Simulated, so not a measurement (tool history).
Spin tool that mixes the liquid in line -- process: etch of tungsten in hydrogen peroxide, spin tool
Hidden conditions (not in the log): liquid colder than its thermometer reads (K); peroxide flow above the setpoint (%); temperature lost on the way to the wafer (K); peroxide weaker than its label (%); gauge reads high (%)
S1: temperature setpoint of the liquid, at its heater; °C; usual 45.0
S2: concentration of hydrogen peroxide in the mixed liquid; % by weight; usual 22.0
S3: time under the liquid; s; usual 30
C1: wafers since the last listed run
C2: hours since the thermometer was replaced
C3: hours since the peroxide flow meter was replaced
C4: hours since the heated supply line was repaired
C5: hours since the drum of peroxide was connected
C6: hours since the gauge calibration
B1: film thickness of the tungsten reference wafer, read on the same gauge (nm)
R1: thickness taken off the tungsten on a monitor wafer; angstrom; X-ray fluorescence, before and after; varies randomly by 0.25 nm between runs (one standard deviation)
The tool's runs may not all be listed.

| run | hour | S1 | S2 | S3 | C1 | C2 | C3 | C4 | C5 | C6 | B1 | R1 |
|---|---|---|---|---|---|---|---|---|---|---|---|---|
| 1 | 0.0 | 45.0 | 22.0 | 40 | 0 | 77.1 | 771.0 | 686.9 | 547.8 | 2875.9 | 49.99 | 393.5 |
| 2 | 99.5 | 45.0 | 22.0 | 40 | 1889 | 176.6 | 870.5 | 786.4 | 647.3 | 2975.4 | 49.99 | 395.4 |
| 3 | 164.3 | 45.0 | 22.0 | 30 | 1230 | 241.4 | 935.3 | 851.2 | 712.1 | 3040.2 | 50.02 | 297.3 |
|  | 191.5 | peroxide flow meter replaced |
|  | 255.6 | new drum of peroxide connected |
| 4 | 263.9 | 45.0 | 22.0 | 30 | 1853 | 341.0 | 72.4 | 950.8 | 8.3 | 3139.8 | 50.01 | 294.8 |
| 5 | 346.3 | 45.0 | 22.0 | 20 | 1565 | 423.4 | 154.8 | 1033.2 | 90.7 | 3222.2 | 50.02 | 196.5 |
| 6 | 383.6 | 41.5 | 22.0 | 50 | 708 | 460.7 | 192.1 | 1070.5 | 128.0 | 3259.5 | 49.99 | 391.9 |
| 7 | 481.4 | 35.5 | 19.5 | 40 | 1857 | 558.5 | 289.9 | 1168.3 | 225.8 | 3357.3 | 49.99 | 198.5 |
| 8 | 577.9 | 49.5 | 22.0 | 40 | 1832 | 655.0 | 386.4 | 1264.8 | 322.3 | 3453.8 | 49.98 | 525.6 |
| 9 | 633.5 | 45.0 | 22.0 | 30 | 1056 | 710.6 | 442.0 | 1320.4 | 377.9 | 3509.4 | 49.99 | 293.5 |
|  | 649.8 | gauge calibrated |
| 10 | 727.6 | 49.5 | 22.0 | 40 | 1787 | 804.7 | 536.1 | 1414.5 | 472.0 | 77.8 | 50.02 | 527.0 |
|  | 786.5 | thermometer replaced, repeated, since the last time left the tool worse |
| 11 | 853.3 | 45.0 | 17.0 | 30 | 2368 | 66.8 | 661.8 | 1540.2 | 597.7 | 203.5 | 49.98 | 278.4 |
| 12 | 929.5 | 41.5 | 19.0 | 40 | 1447 | 143.0 | 738.0 | 1616.4 | 673.9 | 279.7 | 49.99 | 315.6 |
|  | 936.4 | new drum of peroxide connected |
|  | 971.8 | heated supply line repaired |
| 13 | 988.3 | 39.5 | 22.0 | 15 | 1078 | 201.8 | 796.8 | 16.5 | 51.9 | 338.5 | 49.98 | 111.5 |
| 14 | 1078.1 | 45.0 | 22.0 | 30 | 1705 | 291.6 | 886.6 | 106.3 | 141.7 | 428.3 | 49.98 | 319.2 |
|  | 1149.2 | peroxide flow meter replaced |
| 15 | 1166.6 | 41.0 | 17.5 | 15 | 1661 | 380.1 | 17.4 | 194.8 | 230.2 | 516.8 | 50.03 | 109.9 |
| 16 | 1272.1 | 45.0 | 22.0 | 30 | 2003 | 485.6 | 122.9 | 300.3 | 335.7 | 622.3 | 49.99 | 311.7 |
| 17 | 1332.5 | 45.0 | 22.0 | 30 | 1147 | 546.0 | 183.3 | 360.7 | 396.1 | 682.7 | 49.98 | 312.5 |
| 18 | 1392.2 | 45.0 | 17.0 | 30 | 1133 | 605.7 | 243.0 | 420.4 | 455.8 | 742.4 | 49.98 | 277.6 |
| 19 | 1444.8 | 45.0 | 22.0 | 50 | 999 | 658.3 | 295.6 | 473.0 | 508.4 | 795.0 | 49.99 | 524.2 |
| 20 | 1540.6 | 39.0 | 23.5 | 20 | 1819 | 754.1 | 391.4 | 568.8 | 604.2 | 890.8 | 49.99 | 148.7 |
| 21 | 1588.3 | 39.5 | 24.0 | 15 | 906 | 801.8 | 439.1 | 616.5 | 651.9 | 938.5 | 49.98 | 116.5 |
| 22 | 1686.9 | 45.0 | 24.5 | 40 | 1872 | 900.4 | 537.7 | 715.1 | 750.5 | 1037.1 | 49.99 | 444.6 |
|  | 1768.2 | new drum of peroxide connected |
| 23 | 1789.5 | 40.0 | 26.5 | 35 | 1929 | 1003.0 | 640.3 | 817.7 | 21.3 | 1139.7 | 50.01 | 294.1 |
| 24 | 1845.9 | 45.0 | 24.0 | 30 | 1071 | 1059.4 | 696.7 | 874.1 | 77.7 | 1196.1 | 49.98 | 320.6 |
| 25 | 1892.7 | 45.0 | 22.0 | 30 | 888 | 1106.2 | 743.5 | 920.9 | 124.5 | 1242.9 | 49.99 | 313.1 |

What would each run have given without the hidden state, its run-to-run variation left as it was?
| run | R1 |
|---|---|
| 1 | 424.5 |
| 2 | 427.4 |
| 3 | 322.0 |
| 4 | 320.1 |
| 5 | 213.8 |
| 6 | 427.4 |
| 7 | 217.8 |
| 8 | 573.2 |
| 9 | 321.3 |
| 10 | 577.0 |
| 11 | 279.1 |
| 12 | 317.0 |
| 13 | 112.1 |
| 14 | 321.7 |
| 15 | 111.0 |
| 16 | 315.4 |
| 17 | 316.9 |
| 18 | 281.9 |
| 19 | 532.8 |
| 20 | 151.6 |
| 21 | 118.8 |
| 22 | 454.6 |
| 23 | 301.7 |
| 24 | 329.0 |
| 25 | 321.7 |

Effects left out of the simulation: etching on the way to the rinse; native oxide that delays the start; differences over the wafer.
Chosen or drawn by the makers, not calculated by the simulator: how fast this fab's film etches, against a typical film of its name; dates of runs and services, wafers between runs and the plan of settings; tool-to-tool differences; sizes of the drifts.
